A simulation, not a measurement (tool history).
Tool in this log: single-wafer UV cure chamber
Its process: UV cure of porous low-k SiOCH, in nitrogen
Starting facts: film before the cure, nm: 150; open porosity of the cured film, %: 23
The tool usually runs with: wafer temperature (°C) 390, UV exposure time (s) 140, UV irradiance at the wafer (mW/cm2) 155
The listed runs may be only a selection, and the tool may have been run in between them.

| run | hour | wafer temperature (°C) | UV exposure time (s) | UV irradiance at the wafer (mW/cm2) | wafers since the last listed run | hours since the UV bulbs were replaced | wafers since the quartz window was cleaned | loss of film thickness in the cure (%) |
|---|---|---|---|---|---|---|---|---|
| 1 | 0.0 | 390 | 105 | 155 | 0 | 990.0 | 2986 | 9.994 |
| 2 | 47.7 | 406 | 85 | 155 | 431 | 1037.7 | 3417 | 9.426 |
|  | 65.8 | quartz window cleaned |
| 3 | 117.4 | 406 | 85 | 155 | 557 | 1107.4 | 466 | 9.989 |
| 4 | 187.1 | 390 | 140 | 155 | 630 | 1177.1 | 1096 | 11.599 |
| 5 | 218.0 | 390 | 140 | 155 | 279 | 1208.0 | 1375 | 11.180 |
| 6 | 255.4 | 390 | 140 | 155 | 338 | 1245.4 | 1713 | 11.642 |
| 7 | 307.2 | 390 | 140 | 155 | 468 | 1297.2 | 2181 | 11.451 |
| 8 | 347.8 | 390 | 140 | 155 | 366 | 1337.8 | 2548 | 11.399 |
| 9 | 388.3 | 390 | 140 | 155 | 366 | 1378.3 | 2914 | 11.449 |
|  | 478.9 | quartz window cleaned |
| 10 | 583.1 | 390 | 120 | 155 | 1688 | 1573.1 | 942 | 10.917 |
| 11 | 625.5 | 400 | 140 | 135 | 383 | 1615.5 | 1325 | 11.121 |
| 12 | 660.8 | 400 | 140 | 135 | 319 | 1650.8 | 1644 | 11.040 |
| 13 | 728.4 | 400 | 140 | 135 | 611 | 1718.4 | 2255 | 10.935 |
| 14 | 799.9 | 376 | 140 | 155 | 646 | 1789.9 | 2901 | 11.078 |
|  | 844.4 | quartz window cleaned |
|  | 920.3 | UV bulbs replaced |
| 15 | 1008.6 | 407 | 195 | 155 | 1741 | 88.3 | 1412 | 13.095 |
| 16 | 1084.4 | 383 | 140 | 155 | 685 | 164.1 | 2097 | 11.102 |
| 17 | 1131.4 | 407 | 195 | 155 | 424 | 211.1 | 2522 | 12.813 |
|  | 1173.5 | quartz window cleaned |
| 18 | 1181.3 | 390 | 80 | 155 | 378 | 261.0 | 70 | 9.645 |
| 19 | 1246.7 | 408 | 75 | 132 | 591 | 326.4 | 661 | 8.643 |

Estimate the outcome of run 20 from the log above:
| 20 | 1287.9 | 397 | 180 | 120 | 372 | 367.6 | 1034 | ? |

Run 20 produced loss of film thickness in the cure (%) 11.874.
Without the tool's hidden state the same run would have given loss of film thickness in the cure (%) 12.587.
